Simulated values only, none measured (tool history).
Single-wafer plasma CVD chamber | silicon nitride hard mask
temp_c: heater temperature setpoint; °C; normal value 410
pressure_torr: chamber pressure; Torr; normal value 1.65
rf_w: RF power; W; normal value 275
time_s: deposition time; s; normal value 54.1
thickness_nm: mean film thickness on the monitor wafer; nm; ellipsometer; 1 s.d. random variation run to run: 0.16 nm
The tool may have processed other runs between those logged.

| run | hour | temp_c | pressure_torr | rf_w | time_s | wafers since the last listed run | hours since the last thermocouple change | hours since the last RF generator calibration | hours since the last manometer calibration | hours since the showerhead was replaced | hours since the gauge calibration | read-back reference wafer on the same gauge, thickness_nm | thickness_nm |
|---|---|---|---|---|---|---|---|---|---|---|---|---|---|
| 1 | 0 | 410 | 1.65 | 275 | 54.1 | 0 | 1138.1 | 1680.8 | 774.4 | 6309 | 1886.5 | 58.326 | 60.995 |
| 2 | 70.6 | 410 | 1.9 | 275 | 54.1 | 1379 | 1208.7 | 1751.4 | 845 | 6379.6 | 1957.1 | 58.265 | 63.563 |
| 3 | 113.4 | 410 | 1.65 | 315 | 54.1 | 835 | 1251.5 | 1794.2 | 887.8 | 6422.4 | 1999.9 | 58.252 | 66.827 |
| 4 | 156 | 405 | 1.65 | 275 | 54.1 | 832 | 1294.1 | 1836.8 | 930.4 | 6465 | 2042.5 | 58.296 | 61.274 |
| 5 | 248.8 | 405 | 1.65 | 275 | 54.1 | 1812 | 1386.9 | 1929.6 | 1023.2 | 6557.8 | 2135.3 | 58.325 | 60.92 |
| 6 | 299 | 405 | 1.65 | 275 | 54.1 | 980 | 1437.1 | 1979.8 | 1073.4 | 6608 | 2185.5 | 58.315 | 60.87 |
|  | 308.6 | capacitance manometer re-zeroed and calibrated |
| 7 | 340.4 | 410 | 1.65 | 275 | 54.1 | 652 | 1478.5 | 2021.2 | 31.8 | 6649.4 | 2226.9 | 58.297 | 61.527 |
| 8 | 444.5 | 410 | 1.65 | 275 | 54.1 | 2033 | 1582.6 | 2125.3 | 135.9 | 6753.5 | 2331 | 58.24 | 61.415 |
| 9 | 517.5 | 410 | 1.65 | 275 | 54.1 | 1425 | 1655.6 | 2198.3 | 208.9 | 6826.5 | 2404 | 58.317 | 61.517 |
| 10 | 599.4 | 410 | 1.65 | 275 | 60.4 | 1599 | 1737.5 | 2280.2 | 290.8 | 6908.4 | 2485.9 | 58.338 | 68.753 |
| 11 | 703.4 | 410 | 1.87 | 275 | 54.1 | 2031 | 1841.5 | 2384.2 | 394.8 | 7012.4 | 2589.9 | 58.378 | 63.274 |
| 12 | 768.4 | 410 | 1.65 | 275 | 54.1 | 1269 | 1906.5 | 2449.2 | 459.8 | 7077.4 | 2654.9 | 58.307 | 61.501 |
|  | 842.9 | showerhead replaced |
| 13 | 869.1 | 410 | 1.65 | 275 | 54.1 | 1810 | 2007.2 | 2549.9 | 560.5 | 26.2 | 2755.6 | 58.265 | 61.217 |
|  | 905.7 | RF generator calibrated |
| 14 | 931.4 | 425 | 1.65 | 275 | 59.5 | 1060 | 2069.5 | 25.7 | 622.8 | 88.5 | 2817.9 | 58.23 | 66.974 |

Run 15, settings as shown, results not yet in. Your forecast:
| 15 | 1022.6 | 417 | 1.95 | 230 | 61 | 1781 | 2160.7 | 116.9 | 714 | 179.7 | 2909.1 | ? | ? |

For run 15 the tool returned read-back reference wafer on the same gauge, thickness_nm 58.383, thickness_nm 63.342 nm.
Had the tool carried no hidden state, the very same run would have given thickness_nm 63.651 nm.
